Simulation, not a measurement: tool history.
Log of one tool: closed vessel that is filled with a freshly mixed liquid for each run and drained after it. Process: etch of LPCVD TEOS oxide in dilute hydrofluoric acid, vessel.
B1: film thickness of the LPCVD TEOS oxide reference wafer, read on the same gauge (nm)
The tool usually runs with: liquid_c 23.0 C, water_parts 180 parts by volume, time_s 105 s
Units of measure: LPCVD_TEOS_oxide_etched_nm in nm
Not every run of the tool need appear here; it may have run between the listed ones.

Run 1, hour 0.0: usual settings; B1 132.45. Result: LPCVD_TEOS_oxide_etched_nm 30.42 nm.
Run 2, hour 64.1: usual settings; B1 132.51. Result: LPCVD_TEOS_oxide_etched_nm 30.15 nm.
Run 3, hour 147.1: usual settings; B1 132.62. Result: LPCVD_TEOS_oxide_etched_nm 30.29 nm.
Run 4, hour 226.9: usual settings; B1 132.65. Result: LPCVD_TEOS_oxide_etched_nm 30.18 nm.
Run 5, hour 305.1: usual settings; B1 132.74. Result: LPCVD_TEOS_oxide_etched_nm 30.43 nm.
At hour 359.4: hydrofluoric acid flow meter replaced.
Run 6, hour 397.2: usual settings; B1 132.84. Result: LPCVD_TEOS_oxide_etched_nm 30.45 nm.
Run 7, hour 471.5: usual settings but time_s 120 s; B1 132.89. Result: LPCVD_TEOS_oxide_etched_nm 34.73 nm.
Run 8, hour 576.3: usual settings but time_s 120 s; B1 132.97. Result: LPCVD_TEOS_oxide_etched_nm 34.66 nm.
Run 9, hour 686.7: usual settings but time_s 85 s; B1 133.06. Result: LPCVD_TEOS_oxide_etched_nm 24.71 nm.
At hour 737.9: thermometer replaced.
At hour 761.9: gauge calibrated.
Run 10, hour 784.2: usual settings but time_s 85 s; B1 130.03. Result: LPCVD_TEOS_oxide_etched_nm 24.14 nm.
Run 11, hour 831.2: usual settings but liquid_c 25.5 C; B1 130.06. Result: LPCVD_TEOS_oxide_etched_nm 32.83 nm.
Run 12, hour 903.1: usual settings but liquid_c 21.5 C, water_parts 255 parts by volume, time_s 150 s; B1 130.14. Result: LPCVD_TEOS_oxide_etched_nm 26.47 nm.
Run 13, hour 944.1: usual settings; B1 130.17. Result: LPCVD_TEOS_oxide_etched_nm 29.82 nm.
Run 14, hour 1005.6: usual settings; B1 130.23. Result: LPCVD_TEOS_oxide_etched_nm 30.01 nm.
Run 15, hour 1079.7: usual settings but liquid_c 18.0 C, water_parts 155 parts by volume, time_s 160 s; B1 130.30. Result: LPCVD_TEOS_oxide_etched_nm 44.51 nm.
At hour 1121.9: hydrofluoric acid flow meter replaced.
Run 16, hour 1152.6: usual settings but liquid_c 19.0 C, water_parts 125 parts by volume, time_s 155 s; B1 130.34. Result: LPCVD_TEOS_oxide_etched_nm 57.39 nm.
Run 17, hour 1247.4: usual settings but water_parts 220 parts by volume, time_s 85 s; B1 130.43. Result: LPCVD_TEOS_oxide_etched_nm 18.95 nm.
At hour 1425.1: thermometer replaced.
Run 18, hour 1513.9: usual settings; B1 130.69. Result: LPCVD_TEOS_oxide_etched_nm 30.00 nm.
Run 19, hour 1598.7: usual settings but liquid_c 18.5 C, time_s 80 s; B1 130.75. Result: LPCVD_TEOS_oxide_etched_nm 19.13 nm.
Run 20, hour 1644.1: usual settings but liquid_c 24.5 C, water_parts 205 parts by volume, time_s 55 s; B1 130.79. Result: LPCVD_TEOS_oxide_etched_nm 14.14 nm.
Run 21, hour 1694.1: usual settings but liquid_c 19.5 C, water_parts 250 parts by volume, time_s 85 s; B1 130.84. Result: LPCVD_TEOS_oxide_etched_nm 14.30 nm.
Run 22, hour 1798.7: usual settings but liquid_c 20.0 C, water_parts 130 parts by volume, time_s 125 s; B1 130.95. Result: LPCVD_TEOS_oxide_etched_nm 46.15 nm.
Run 23, hour 1838.6: usual settings but liquid_c 19.5 C, water_parts 205 parts by volume, time_s 145 s; B1 130.97. Result: LPCVD_TEOS_oxide_etched_nm 30.94 nm.
Run 24, hour 1942.6: usual settings but liquid_c 26.0 C, water_parts 230 parts by volume, time_s 75 s; B1 131.06. Result: LPCVD_TEOS_oxide_etched_nm 17.71 nm.
At hour 1993.9: hydrofluoric acid flow meter replaced.
Run 25, hour 2040.0: usual settings but liquid_c 28.0 C, water_parts 255 parts by volume, time_s 160 s; B1 131.14. Result: LPCVD_TEOS_oxide_etched_nm 35.59 nm.
Run 26, hour 2090.7: usual settings but water_parts 125 parts by volume; B1 131.20. Result: LPCVD_TEOS_oxide_etched_nm 45.86 nm.
At hour 2104.1: thermometer replaced.
Run 27, hour 2179.0: usual settings but liquid_c 25.5 C, water_parts 260 parts by volume, time_s 120 s; B1 131.26. Result: LPCVD_TEOS_oxide_etched_nm 23.93 nm.
Run 28, hour 2385.4: usual settings but water_parts 265 parts by volume; B1 131.46. Result: LPCVD_TEOS_oxide_etched_nm 18.80 nm.
Run 29, hour 2436.1: usual settings; B1 131.50. Result: LPCVD_TEOS_oxide_etched_nm 30.10 nm.
Run 30, hour 2541.3: usual settings but liquid_c 26.0 C, water_parts 210 parts by volume, time_s 160 s; B1 131.63. Result: LPCVD_TEOS_oxide_etched_nm 42.62 nm.
Run 31, hour 2608.3: usual settings but liquid_c 27.0 C, time_s 130 s; B1 131.64. Result: LPCVD_TEOS_oxide_etched_nm 43.61 nm.
Run 32, hour 2655.6: usual settings but water_parts 210 parts by volume; B1 131.69. Result: LPCVD_TEOS_oxide_etched_nm 24.98 nm.
At hour 2660.6: hydrofluoric acid flow meter replaced.
Run 33, hour 2701.1: usual settings but liquid_c 27.0 C, water_parts 135 parts by volume, time_s 145 s; B1 131.75. Result: LPCVD_TEOS_oxide_etched_nm 68.01 nm.

For each run, the measured value with the value that run would have given without the tool's hidden condition subtracted. The run-to-run variation is shared by both, the gauge scatter possibly not:
The hidden state here: liquid hotter than its thermometer reads (K); hydrofluoric acid flow below the setpoint (%); gauge reads high (%).
run  LPCVD_TEOS_oxide_etched_nm
  1                       +0.57
  2                       +0.58
  3                       +0.59
  4                       +0.61
  5                       +0.63
  6                       +0.64
  7                       +0.75
  8                       +0.78
  9                       +0.57
 10                       +0.00
 11                       +0.01
 12                       +0.03
 13                       +0.04
 14                       +0.05
 15                       +0.10
 16                       +0.15
 17                       +0.06
 18                       +0.16
 19                       +0.11
 20                       +0.09
 21                       +0.09
 22                       +0.33
 23                       +0.23
 24                       +0.14
 25                       +0.31
 26                       +0.42
 27                       +0.23
 28                       +0.20
 29                       +0.35
 30                       +0.51
 31                       +0.55
 32                       +0.32
 33                       +0.90
